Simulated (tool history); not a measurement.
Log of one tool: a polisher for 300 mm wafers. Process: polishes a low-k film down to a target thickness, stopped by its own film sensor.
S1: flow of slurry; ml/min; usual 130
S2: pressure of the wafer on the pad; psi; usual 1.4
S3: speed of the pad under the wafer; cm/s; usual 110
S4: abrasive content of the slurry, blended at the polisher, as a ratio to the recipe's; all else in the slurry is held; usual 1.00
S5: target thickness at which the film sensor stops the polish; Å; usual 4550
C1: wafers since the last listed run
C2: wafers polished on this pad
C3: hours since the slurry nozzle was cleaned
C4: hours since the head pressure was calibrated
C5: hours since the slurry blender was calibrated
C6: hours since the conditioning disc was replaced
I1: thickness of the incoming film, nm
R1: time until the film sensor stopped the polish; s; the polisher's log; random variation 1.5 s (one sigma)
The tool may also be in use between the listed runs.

run,hour,S1,S2,S3,S4,S5,C1,C2,C3,C4,C5,C6,I1,R1
1,0.0,95,1.4,110,1.00,4550,0,1384,72.8,118.1,110.2,208.3,475.3,84.4
2,48.0,95,1.4,110,1.00,4550,435,1819,120.8,166.1,158.2,256.3,470.9,69.8
3,77.8,130,1.4,110,1.00,4550,270,2090,150.6,195.9,188.0,286.1,478.7,95.1
4,123.2,130,1.4,110,1.00,4550,411,2501,196.0,241.3,233.4,331.5,477.4,90.6
# hour 158.4: worn pad replaced by a new one
5,184.8,130,1.4,110,1.00,4550,522,239,257.6,302.9,295.0,393.1,476.0,87.5
# hour 239.2: conditioning disc replaced and pad reconditioned
# hour 243.8: slurry blender recalibrated
6,248.2,130,1.4,110,1.00,4550,538,778,321.0,366.3,4.4,9.0,481.6,94.2
7,274.2,110,1.4,138,1.00,4550,235,1014,347.0,392.3,30.4,35.0,484.9,94.6
8,336.0,110,1.4,138,1.00,4550,560,1574,408.8,454.1,92.2,96.8,487.1,103.6
# hour 342.1: slurry nozzle cleaned
9,381.9,130,1.4,110,1.00,4550,407,1982,39.8,500.0,138.1,142.7,482.4,105.7
10,450.1,130,1.4,134,1.20,4520,618,2600,108.0,568.2,206.3,210.9,482.9,98.1
11,494.2,130,1.4,110,1.00,4550,400,3001,152.1,612.3,250.4,255.0,483.4,113.7
# hour 500.4: worn pad replaced by a new one
# hour 521.7: head pressure recalibrated
12,548.9,115,1.4,110,1.00,4550,441,421,206.8,27.2,305.1,309.7,471.5,69.7
13,574.3,130,1.2,110,1.15,4550,230,652,232.2,52.6,330.5,335.1,482.4,117.5
# hour 604.1: slurry blender recalibrated
14,643.4,95,1.4,110,1.00,4550,608,1260,301.3,121.7,39.3,404.2,485.4,136.8
# hour 655.8: conditioning disc replaced and pad reconditioned
# hour 668.6: slurry nozzle cleaned
15,712.2,155,1.4,110,1.00,4550,596,1857,43.6,190.5,108.1,56.4,479.1,90.4

Run 16 comes next. What will it give?
# hour 898.9: worn pad replaced by a new one
16,903.7,130,1.4,110,1.00,4600,1701,43,235.1,382.0,299.6,247.9,471.4,?

{"run 16": {"R1": 45.7}}
Without the tool's hidden state the same run would have given R1 40.3 s.
